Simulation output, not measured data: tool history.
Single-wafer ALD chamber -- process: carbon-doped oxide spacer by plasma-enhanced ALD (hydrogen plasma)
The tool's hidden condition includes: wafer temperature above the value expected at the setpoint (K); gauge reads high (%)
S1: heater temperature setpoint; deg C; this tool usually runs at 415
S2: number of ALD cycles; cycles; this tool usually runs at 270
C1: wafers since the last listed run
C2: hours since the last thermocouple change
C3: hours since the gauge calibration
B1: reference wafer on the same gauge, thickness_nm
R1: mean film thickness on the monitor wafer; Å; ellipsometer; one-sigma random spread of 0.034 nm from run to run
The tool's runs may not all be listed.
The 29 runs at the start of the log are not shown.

| run | hour | S1 | S2 | C1 | C2 | C3 | B1 | R1 |
|---|---|---|---|---|---|---|---|---|
| 30 | 2276.8 | 410 | 253 | 45 | 1634.6 | 36.9 | 10.606 | 112.90 |
| 31 | 2323.6 | 415 | 236 | 59 | 1681.4 | 83.7 | 10.594 | 103.63 |
|  | 2379.0 | thermocouple changed; heater temperature recalibrated |
| 32 | 2415.6 | 415 | 270 | 106 | 36.6 | 175.7 | 10.598 | 120.70 |
| 33 | 2518.9 | 422 | 320 | 131 | 139.9 | 279.0 | 10.596 | 139.44 |
| 34 | 2623.4 | 428 | 309 | 132 | 244.4 | 383.5 | 10.595 | 132.55 |
| 35 | 2683.0 | 426 | 270 | 75 | 304.0 | 443.1 | 10.609 | 116.39 |
| 36 | 2754.7 | 415 | 270 | 90 | 375.7 | 514.8 | 10.594 | 119.88 |
| 37 | 2832.2 | 415 | 270 | 98 | 453.2 | 592.3 | 10.603 | 119.57 |
| 38 | 2914.0 | 415 | 270 | 103 | 535.0 | 674.1 | 10.605 | 119.61 |
| 39 | 3002.3 | 415 | 311 | 112 | 623.3 | 762.4 | 10.606 | 138.02 |
| 40 | 3050.9 | 424 | 286 | 61 | 671.9 | 811.0 | 10.591 | 123.02 |
| 41 | 3115.3 | 422 | 235 | 81 | 736.3 | 875.4 | 10.604 | 102.11 |

Predict each of these 4 candidate next runs independently; none follows another, all start after run 41:
| A | 3116.1 | 415 | 270 | 1 | 737.1 | 876.2 | ? | ? |
| B | 3116.1 | 405 | 284 | 1 | 737.1 | 876.2 | ? | ? |
| C | 3116.1 | 405 | 315 | 1 | 737.1 | 876.2 | ? | ? |
| D | 3116.1 | 425 | 219 | 1 | 737.1 | 876.2 | ? | ? |

| run | B1 | R1 |
|---|---|---|
| A | 10.597 | 119.76 |
| B | 10.597 | 129.59 |
| C | 10.597 | 143.73 |
| D | 10.597 | 94.35 |
With the hidden condition removed and each run's random variation left untouched, the same runs would have given:
| run | R1 |
|---|---|
| A | 120.69 |
| B | 130.56 |
| C | 144.81 |
| D | 95.10 |
